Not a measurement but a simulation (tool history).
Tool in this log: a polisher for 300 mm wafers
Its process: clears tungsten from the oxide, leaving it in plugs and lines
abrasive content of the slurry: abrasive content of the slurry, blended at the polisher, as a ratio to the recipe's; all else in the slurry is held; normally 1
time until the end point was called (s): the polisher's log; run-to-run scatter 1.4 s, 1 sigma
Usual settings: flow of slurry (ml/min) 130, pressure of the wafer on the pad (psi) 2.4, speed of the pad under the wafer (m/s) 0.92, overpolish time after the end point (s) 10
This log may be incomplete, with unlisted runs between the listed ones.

| run | hour | flow of slurry (ml/min) | pressure of the wafer on the pad (psi) | speed of the pad under the wafer (m/s) | abrasive content of the slurry | overpolish time after the end point (s) | wafers since the last listed run | wafers polished on this pad | hours since the slurry nozzle was cleaned | hours since the head pressure was calibrated | hours since the slurry blender was calibrated | hours since the slurry got fresh peroxide | incoming thickness of the incoming film, nm | time until the end point was called (s) |
|---|---|---|---|---|---|---|---|---|---|---|---|---|---|---|
| 1 | 0 | 130 | 2.4 | 0.92 | 1 | 10 | 0 | 87 | 493.8 | 368.1 | 114.3 | 137.4 | 404.4 | 128.4 |
|  | 20.8 | head pressure recalibrated |
| 2 | 31 | 130 | 2.4 | 0.92 | 1 | 10 | 201 | 288 | 524.8 | 10.2 | 145.3 | 168.4 | 412.3 | 123.1 |
|  | 91.6 | slurry tank refilled with fresh slurry and peroxide |
| 3 | 92.8 | 130 | 2.4 | 0.68 | 1 | 14 | 421 | 709 | 586.6 | 72 | 207.1 | 1.2 | 405.6 | 173.5 |
|  | 108.9 | slurry nozzle cleaned |
|  | 118.4 | slurry blender recalibrated |
| 4 | 134.2 | 155 | 2.4 | 0.92 | 1 | 10 | 266 | 975 | 25.3 | 113.4 | 15.8 | 42.6 | 399.5 | 119.9 |
| 5 | 192.3 | 130 | 2.4 | 0.92 | 1 | 10 | 402 | 1378 | 83.4 | 171.5 | 73.9 | 100.7 | 399.3 | 129.6 |
|  | 242.9 | worn pad replaced by a new one |
| 6 | 260.6 | 130 | 2.4 | 0.92 | 1 | 11 | 445 | 122 | 151.7 | 239.8 | 142.2 | 169 | 406.6 | 130.9 |
| 7 | 314.5 | 130 | 2.4 | 0.92 | 1 | 10 | 373 | 496 | 205.6 | 293.7 | 196.1 | 222.9 | 403.4 | 128.6 |
|  | 344.9 | slurry blender recalibrated |
|  | 362.4 | slurry tank refilled with fresh slurry and peroxide |
| 8 | 364.4 | 130 | 2.4 | 0.92 | 1 | 10 | 325 | 821 | 255.5 | 343.6 | 19.5 | 2 | 399.5 | 128.5 |
|  | 412.1 | head pressure recalibrated |
| 9 | 421.7 | 130 | 2.4 | 0.84 | 1 | 10 | 383 | 1204 | 312.8 | 9.6 | 76.8 | 59.3 | 404 | 149 |
| 10 | 469.3 | 130 | 2.4 | 0.84 | 1 | 10 | 329 | 1534 | 360.4 | 57.2 | 124.4 | 106.9 | 405.9 | 152 |
|  | 484.2 | worn pad replaced by a new one |
| 11 | 503.2 | 95 | 3 | 0.78 | 1 | 8 | 207 | 131 | 394.3 | 91.1 | 158.3 | 140.8 | 408.5 | 148.1 |
| 12 | 535 | 105 | 2.4 | 1.1 | 1 | 10 | 220 | 351 | 426.1 | 122.9 | 190.1 | 172.6 | 403.8 | 125.5 |
|  | 571.8 | slurry blender recalibrated |
| 13 | 580.3 | 155 | 2.4 | 0.92 | 1 | 10 | 300 | 652 | 471.4 | 168.2 | 8.5 | 217.9 | 412.6 | 140.6 |
|  | 587.5 | slurry tank refilled with fresh slurry and peroxide |
|  | 590.8 | head pressure recalibrated, repeated, since the last time left the tool worse |
| 14 | 605.1 | 130 | 2.4 | 1.1 | 1 | 8 | 151 | 803 | 496.2 | 14.3 | 33.3 | 17.6 | 399.7 | 102.4 |
|  | 648.9 | slurry nozzle cleaned |
| 15 | 664.8 | 150 | 2 | 1.12 | 0.8 | 10 | 406 | 1210 | 15.9 | 74 | 93 | 77.3 | 404 | 129.7 |
| 16 | 708 | 130 | 2.4 | 0.92 | 1 | 10 | 299 | 1509 | 59.1 | 117.2 | 136.2 | 120.5 | 406.9 | 128.2 |
|  | 727.6 | worn pad replaced by a new one |
| 17 | 734.9 | 130 | 2.4 | 0.92 | 1 | 10 | 158 | 50 | 86 | 144.1 | 163.1 | 147.4 | 406.8 | 126.1 |
| 18 | 797.2 | 130 | 2.4 | 0.92 | 0.8 | 8 | 431 | 482 | 148.3 | 206.4 | 225.4 | 209.7 | 413.2 | 144 |
|  | 820.1 | slurry blender recalibrated |
|  | 841.1 | slurry tank refilled with fresh slurry and peroxide |
|  | 931.6 | head pressure recalibrated |
|  | 957.6 | worn pad replaced by a new one |
| 19 | 958.1 | 130 | 2.4 | 0.92 | 0.75 | 12 | 1052 | 3 | 309.2 | 26.5 | 138 | 117 | 399.7 | 137.3 |
| 20 | 994.6 | 130 | 2.9 | 0.92 | 0.75 | 10 | 252 | 256 | 345.7 | 63 | 174.5 | 153.5 | 408.4 | 118.4 |
|  | 1068 | slurry blender recalibrated |
|  | 1087.3 | slurry tank refilled with fresh slurry and peroxide |
|  | 1187.8 | worn pad replaced by a new one |
| 21 | 1188.3 | 155 | 2.4 | 0.92 | 1 | 10 | 1294 | 3 | 539.4 | 256.7 | 120.3 | 101 | 409.7 | 127.6 |

Below are 4 alternative next runs, each starting from the tool's condition after run 21. Predict each:
| A | 1188.8 | 130 | 2.4 | 0.92 | 1 | 10 | 3 | 6 | 539.9 | 257.2 | 120.8 | 101.5 | 399.7 | ? |
| B | 1188.8 | 130 | 3.1 | 0.92 | 1 | 10 | 3 | 6 | 539.9 | 257.2 | 120.8 | 101.5 | 399.7 | ? |
| C | 1188.8 | 155 | 2.4 | 0.92 | 1.15 | 10 | 3 | 6 | 539.9 | 257.2 | 120.8 | 101.5 | 399.7 | ? |
| D | 1188.8 | 130 | 2.4 | 0.92 | 0.85 | 10 | 3 | 6 | 539.9 | 257.2 | 120.8 | 101.5 | 399.7 | ? |

| run | time until the end point was called (s) |
|---|---|
| A | 129.3 |
| B | 100.1 |
| C | 118.7 |
| D | 137.8 |
Take away the tool's hidden state, keep each run's random variation, and the runs would have read:
| run | time until the end point was called (s) |
|---|---|
| A | 121.1 |
| B | 93.8 |
| C | 111.3 |
| D | 129.1 |
